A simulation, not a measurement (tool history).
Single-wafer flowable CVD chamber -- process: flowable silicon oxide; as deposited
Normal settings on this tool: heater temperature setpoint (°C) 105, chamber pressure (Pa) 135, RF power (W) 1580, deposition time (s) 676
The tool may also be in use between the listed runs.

| run | day | heater temperature setpoint (°C) | chamber pressure (Pa) | RF power (W) | deposition time (s) | wafers since the last listed run | hours since the last thermocouple change | hours since the last RF generator calibration | hours since the last manometer calibration | hours since the showerhead was replaced | hours since the gauge calibration | read-back reference wafer on the same gauge, thickness_nm | mean film thickness on the monitor wafer (nm) |
|---|---|---|---|---|---|---|---|---|---|---|---|---|---|
| 1 | 0.000 | 105 | 135 | 1580 | 676 | 0 | 1692.7 | 1143.0 | 113.4 | 4522.1 | 1059.9 | 454.139 | 453.724 |
| 2 | 2.062 | 105 | 135 | 1580 | 676 | 100 | 1742.2 | 1192.5 | 162.9 | 4571.6 | 1109.4 | 454.239 | 451.737 |
| 3 | 5.133 | 105 | 135 | 1580 | 676 | 149 | 1815.9 | 1266.2 | 236.6 | 4645.3 | 1183.1 | 454.099 | 453.639 |
| 4 | 11.879 | 105 | 135 | 1580 | 676 | 328 | 1977.8 | 1428.1 | 398.5 | 4807.2 | 1345.0 | 454.209 | 455.908 |
| 5 | 14.538 | 105 | 152 | 1445 | 676 | 129 | 2041.6 | 1491.9 | 462.3 | 4871.0 | 1408.8 | 453.946 | 495.442 |
| 6 | 16.429 | 105 | 152 | 1445 | 676 | 92 | 2087.0 | 1537.3 | 507.7 | 4916.4 | 1454.2 | 454.379 | 493.466 |
| 7 | 26.692 | 105 | 153 | 1580 | 676 | 500 | 2333.3 | 1783.6 | 754.0 | 5162.7 | 1700.5 | 453.601 | 514.744 |
|  | 27.921 | showerhead replaced |
| 8 | 28.288 | 105 | 153 | 1580 | 676 | 61 | 2371.6 | 1821.9 | 792.3 | 8.8 | 1738.8 | 454.699 | 515.216 |
|  | 31.733 | capacitance manometer re-zeroed and calibrated |
| 9 | 32.267 | 105 | 135 | 1580 | 676 | 177 | 2467.1 | 1917.4 | 12.8 | 104.3 | 1834.3 | 454.479 | 454.841 |
| 10 | 36.025 | 105 | 135 | 1580 | 676 | 183 | 2557.3 | 2007.6 | 103.0 | 194.5 | 1924.5 | 453.746 | 456.230 |
| 11 | 39.700 | 105 | 135 | 1580 | 676 | 179 | 2645.5 | 2095.8 | 191.2 | 282.7 | 2012.7 | 453.603 | 454.912 |
| 12 | 41.542 | 105 | 135 | 1580 | 574 | 89 | 2689.7 | 2140.0 | 235.4 | 326.9 | 2056.9 | 453.866 | 388.953 |
|  | 45.300 | gauge calibrated |
| 13 | 45.862 | 105 | 135 | 1580 | 676 | 210 | 2793.4 | 2243.7 | 339.1 | 430.6 | 13.5 | 454.320 | 458.785 |
|  | 46.321 | thermocouple changed; heater temperature recalibrated |
| 14 | 47.875 | 105 | 135 | 1580 | 676 | 81 | 37.3 | 2292.0 | 387.4 | 478.9 | 61.8 | 454.030 | 440.369 |
| 15 | 50.512 | 105 | 135 | 1465 | 676 | 128 | 100.6 | 2355.3 | 450.7 | 542.2 | 125.1 | 453.787 | 427.770 |
| 16 | 53.525 | 105 | 135 | 1580 | 676 | 146 | 172.9 | 2427.6 | 523.0 | 614.5 | 197.4 | 454.229 | 440.578 |
| 17 | 56.075 | 99 | 147 | 1580 | 676 | 124 | 234.1 | 2488.8 | 584.2 | 675.7 | 258.6 | 453.645 | 597.864 |
| 18 | 59.433 | 92 | 135 | 1580 | 575 | 163 | 314.7 | 2569.4 | 664.8 | 756.3 | 339.2 | 454.775 | 616.668 |
| 19 | 61.942 | 105 | 135 | 1435 | 573 | 122 | 374.9 | 2629.6 | 725.0 | 816.5 | 399.4 | 454.130 | 363.264 |
| 20 | 65.012 | 105 | 135 | 1580 | 676 | 149 | 448.6 | 2703.3 | 798.7 | 890.2 | 473.1 | 454.089 | 441.418 |
|  | 68.254 | RF generator calibrated |
| 21 | 68.275 | 112 | 105 | 1330 | 800 | 142 | 526.9 | 0.5 | 877.0 | 968.5 | 551.4 | 454.217 | 307.844 |
| 22 | 70.458 | 105 | 135 | 1580 | 676 | 106 | 579.3 | 52.9 | 929.4 | 1020.9 | 603.8 | 453.807 | 454.275 |
|  | 73.546 | capacitance manometer re-zeroed and calibrated |
| 23 | 74.846 | 95 | 135 | 1665 | 676 | 197 | 684.6 | 158.2 | 31.2 | 1126.2 | 709.1 | 453.753 | 674.690 |
| 24 | 77.083 | 105 | 135 | 1580 | 676 | 109 | 738.3 | 211.9 | 84.9 | 1179.9 | 762.8 | 453.975 | 452.695 |
| 25 | 81.383 | 105 | 135 | 1290 | 676 | 209 | 841.5 | 315.1 | 188.1 | 1283.1 | 866.0 | 454.531 | 421.997 |
| 26 | 84.712 | 112 | 164 | 1580 | 773 | 162 | 921.4 | 395.0 | 268.0 | 1363.0 | 945.9 | 454.030 | 482.007 |
| 27 | 88.825 | 93 | 147 | 1580 | 676 | 200 | 1020.1 | 493.7 | 366.7 | 1461.7 | 1044.6 | 453.954 | 774.321 |
| 28 | 92.883 | 105 | 135 | 1580 | 676 | 197 | 1117.5 | 591.1 | 464.1 | 1559.1 | 1142.0 | 454.254 | 453.672 |

Measured minus without-hidden-state, run by run (identical run-to-run variation in each term; gauge scatter may differ):
What the log doesn't record here: wafer temperature above the value expected at the setpoint (K); delivered RF power above the setpoint (%); true pressure above the setpoint (%); gauge reads high (%).
| run | mean film thickness on the monitor wafer (nm) |
|---|---|
| 1 | -0.740 |
| 2 | -0.675 |
| 3 | -0.565 |
| 4 | -0.240 |
| 5 | -1.173 |
| 6 | -1.039 |
| 7 | +0.890 |
| 8 | +1.038 |
| 9 | +1.255 |
| 10 | +1.597 |
| 11 | +1.935 |
| 12 | +1.805 |
| 13 | +2.558 |
| 14 | -14.234 |
| 15 | -14.529 |
| 16 | -13.657 |
| 17 | -18.135 |
| 18 | -18.254 |
| 19 | -11.333 |
| 20 | -12.440 |
| 21 | +0.151 |
| 22 | -0.043 |
| 23 | -0.925 |
| 24 | -0.869 |
| 25 | -2.105 |
| 26 | -1.970 |
| 27 | -3.515 |
| 28 | -2.417 |
